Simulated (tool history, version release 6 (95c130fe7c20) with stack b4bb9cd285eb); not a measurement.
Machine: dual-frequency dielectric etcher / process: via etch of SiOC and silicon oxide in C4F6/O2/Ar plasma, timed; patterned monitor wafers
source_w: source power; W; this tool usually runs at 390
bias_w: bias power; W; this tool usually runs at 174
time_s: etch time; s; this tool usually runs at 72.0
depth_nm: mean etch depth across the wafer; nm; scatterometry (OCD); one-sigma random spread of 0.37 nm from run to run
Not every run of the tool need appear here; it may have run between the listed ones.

run   hour  source_w  bias_w  time_s  wafers since the last listed run  hours since the last wet clean  hours since the last source power generator calibration  hours since the last bias power generator calibration  hours since the last upper electrode change  hours since the gauge calibration  read-back reference wafer on the same gauge, depth_nm  depth_nm
  1    0.0       390     174    72.0                                 0                           409.2                                                   4980.9                                                 4689.2                                       4115.4                               63.3                                                   67.8      78.0
  2   10.5       390     174    72.0                                87                           419.7                                                   4991.4                                                 4699.7                                       4125.9                               73.8                                                   67.8      77.8
  3   38.4       390     174    63.5                               233                           447.6                                                   5019.3                                                 4727.6                                       4153.8                              101.7                                                   67.8      68.6
  4   48.6       390     174    72.0                                85                           457.8                                                   5029.5                                                 4737.8                                       4164.0                              111.9                                                   67.8      78.3
  5   60.8       390     174    72.0                               102                           470.0                                                   5041.7                                                 4750.0                                       4176.2                              124.1                                                   67.8      78.1
      80.6  -- bias power generator calibrated
      90.5  -- wet clean of the chamber
     111.5  -- upper electrode replaced
  6  112.0       390     174    72.0                               136                            21.5                                                   5092.9                                                   31.4                                          0.5                              175.3                                                   67.8      75.6
  7  112.3       390     174    72.0                                 2                            21.8                                                   5093.2                                                   31.7                                          0.8                              175.6                                                   67.8      76.0
  8  112.7       390     174    72.0                                 3                            22.2                                                   5093.6                                                   32.1                                          1.2                              176.0                                                   67.8      76.0
  9  113.0       290     209    53.0                                 2                            22.5                                                   5093.9                                                   32.4                                          1.5                              176.3                                                   67.8      53.5
     126.9  -- gauge calibrated
     143.1  -- wet clean of the chamber, repeated, since the last time left the tool worse
 10  143.6       460     174    83.0                                55                             0.5                                                   5124.5                                                   63.0                                         32.1                               16.7                                                   67.8     100.1
     148.7  -- source power generator calibrated
 11  169.8       390     174    72.0                               185                            26.7                                                     21.1                                                   89.2                                         58.3                               42.9                                                   67.8      81.8
 12  176.7       390     174    54.5                                57                            33.6                                                     28.0                                                   96.1                                         65.2                               49.8                                                   67.7      61.5
 13  185.2       290     209    53.0                                71                            42.1                                                     36.5                                                  104.6                                         73.7                               58.3                                                   67.8      57.7
 14  194.7       330     146    72.0                                79                            51.6                                                     46.0                                                  114.1                                         83.2                               67.8                                                   67.8      73.6
 15  203.3       470     174    72.0                                72                            60.2                                                     54.6                                                  122.7                                         91.8                               76.4                                                   67.8      86.9
 16  216.4       300     148    60.0                               109                            73.3                                                     67.7                                                  135.8                                        104.9                               89.5                                                   67.9      59.5

What if the next run were any one of these 5? Each begins from the tool's condition after run 16:
  A  216.8       390     174    72.0                                 3                            73.7                                                     68.1                                                  136.2                                        105.3                               89.9                                                      ?         ?
  B  216.8       460     174    72.0                                 3                            73.7                                                     68.1                                                  136.2                                        105.3                               89.9                                                      ?         ?
  C  216.8       480     174    87.0                                 3                            73.7                                                     68.1                                                  136.2                                        105.3                               89.9                                                      ?         ?
  D  216.8       480     212    81.5                                 3                            73.7                                                     68.1                                                  136.2                                        105.3                               89.9                                                      ?         ?
  E  216.8       480     200    91.0                                 3                            73.7                                                     68.1                                                  136.2                                        105.3                               89.9                                                      ?         ?

run  read-back reference wafer on the same gauge, depth_nm  depth_nm
  A                                                   67.8      81.0
  B                                                   67.8      85.5
  C                                                   67.8     104.7
  D                                                   67.8     103.3
  E                                                   67.8     113.6
Had the tool no hidden state, the same runs would have come out as:
run  depth_nm
  A      80.9
  B      85.4
  C     104.6
  D     103.2
  E     113.5
